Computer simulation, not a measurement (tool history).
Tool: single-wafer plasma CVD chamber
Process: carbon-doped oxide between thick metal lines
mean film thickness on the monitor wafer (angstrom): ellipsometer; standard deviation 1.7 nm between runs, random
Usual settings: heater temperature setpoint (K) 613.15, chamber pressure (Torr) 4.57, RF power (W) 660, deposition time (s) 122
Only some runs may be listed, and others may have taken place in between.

run     day  heater temperature setpoint (K)  chamber pressure (Torr)  RF power (W)  deposition time (s)  wafers since the last listed run  hours since the last thermocouple change  hours since the last RF generator calibration  hours since the last manometer calibration  hours since the showerhead was replaced  hours since the gauge calibration  read-back reference wafer on the same gauge, thickness_nm  mean film thickness on the monitor wafer (angstrom)
  1       0                           613.15                     4.57           660                  122                                 0                                    1197.4                                          256.8                                      2459.6                                   2353.5                              383.3                                                    699.907                                              6567.58
  2   1.008                           613.15                     4.57           660                  122                               340                                    1221.6                                            281                                      2483.8                                   2377.7                              407.5                                                    699.819                                              6556.46
  3   2.983                           613.15                     4.57           660                  122                               666                                      1269                                          328.4                                      2531.2                                   2425.1                              454.9                                                    700.184                                              6525.69
  4   4.375                           613.15                     4.57           660                  122                               469                                    1302.4                                          361.8                                      2564.6                                   2458.5                              488.3                                                    700.021                                              6550.08
  5    6.55                           613.15                     4.57           660                  122                               733                                    1354.6                                            414                                      2616.8                                   2510.7                              540.5                                                    699.866                                               6533.7
  6   8.717                           613.15                     4.57           660                  122                               730                                    1406.6                                            466                                      2668.8                                   2562.7                              592.5                                                    700.325                                              6524.57
  7  10.754                           613.15                     4.57           660                  122                               687                                    1455.5                                          514.9                                      2717.7                                   2611.6                              641.4                                                    699.807                                              6482.52
  8  12.858                           613.15                     4.57           660                  122                               709                                      1506                                          565.4                                      2768.2                                   2662.1                              691.9                                                    699.789                                              6539.18
  9  14.408                           613.15                     4.57           660                  111                               522                                    1543.2                                          602.6                                      2805.4                                   2699.3                              729.1                                                    699.785                                              5935.41
 10  15.692                           613.15                     4.57           660                  111                               432                                      1574                                          633.4                                      2836.2                                   2730.1                              759.9                                                    699.929                                              5928.21
 11  16.996                           613.15                     4.57           660                  122                               439                                    1605.3                                          664.7                                      2867.5                                   2761.4                              791.2                                                    699.782                                              6497.35
     17.604  -- showerhead replaced
      18.65  -- gauge calibrated
 12  18.788                           613.15                     4.57           660                  122                               491                                    1648.3                                          707.7                                      2910.5                                     28.4                                3.3                                                     699.48                                              6492.37
 13  21.412                           613.15                     4.57           660                  122                               885                                    1711.3                                          770.7                                      2973.5                                     91.4                               66.3                                                    700.022                                              6501.79
 14  22.538                           618.15                     3.43           660                  122                               379                                    1738.3                                          797.7                                      3000.5                                    118.4                               93.3                                                    700.151                                              6148.29
     23.067  -- thermocouple changed; heater temperature recalibrated
 15  24.092                           613.15                     5.59           660                  131                               411                                      24.6                                            835                                      3037.8                                    155.7                              130.6                                                    699.693                                              7242.33
 16   25.35                           623.15                     4.57           535                  122                               424                                      54.8                                          865.2                                        3068                                    185.9                              160.8                                                    699.771                                              5782.54
 17  26.533                           613.15                     5.31           725                  144                               399                                      83.2                                          893.6                                      3096.4                                    214.3                              189.2                                                    699.974                                              8254.45
     27.379  -- capacitance manometer re-zeroed and calibrated
 18  27.758                           605.15                     4.89           790                   99                               300                                     112.6                                            923                                         9.1                                    243.7                              218.6                                                    699.783                                              6005.86
     28.312  -- RF generator calibrated
 19  30.512                           613.15                     4.57           660                  122                               816                                     178.7                                           52.8                                        75.2                                    309.8                              284.7                                                    699.899                                              6670.38
 20  32.396                           613.15                     4.57           575                  122                               635                                     223.9                                             98                                       120.4                                      355                              329.9                                                    700.259                                              6200.14
 21  40.496                           613.15                     5.59           660                  131                              2731                                     418.3                                          292.4                                       314.8                                    549.4                              524.3                                                    699.728                                               7272.2
 22  42.908                           613.15                     4.57           660                  122                               813                                     476.2                                          350.3                                       372.7                                    607.3                              582.2                                                    700.303                                              6574.16
 23  44.629                           613.15                     4.57           615                  122                               580                                     517.5                                          391.6                                         414                                    648.6                              623.5                                                    699.784                                              6332.18
 24  46.762                           613.15                      3.9           530                  122                               719                                     568.7                                          442.8                                       465.2                                    699.8                              674.7                                                    699.872                                              5776.12

Consider 4 possible next runs. They are alternatives, not a sequence: every one starts from the tool as it was left by run 24. What does each give?
  A  46.779                           613.15                     4.57           660                  122                                 5                                     569.1                                          443.2                                       465.6                                    700.2                              675.1                                                          ?                                                    ?
  B  46.779                           625.15                     4.02           660                  122                                 5                                     569.1                                          443.2                                       465.6                                    700.2                              675.1                                                          ?                                                    ?
  C  46.779                           608.15                     4.57           660                  112                                 5                                     569.1                                          443.2                                       465.6                                    700.2                              675.1                                                          ?                                                    ?
  D  46.779                           613.15                     4.26           660                  135                                 5                                     569.1                                          443.2                                       465.6                                    700.2                              675.1                                                          ?                                                    ?

run  read-back reference wafer on the same gauge, thickness_nm  mean film thickness on the monitor wafer (angstrom)
  A                                                    699.976                                              6541.53
  B                                                    699.976                                              6213.07
  C                                                    699.976                                              6098.37
  D                                                    699.976                                              7162.85
Without the tool's unlogged condition, the same runs would have read:
run  mean film thickness on the monitor wafer (angstrom)
  A                                              6701.24
  B                                               6356.3
  C                                              6254.55
  D                                              7337.73
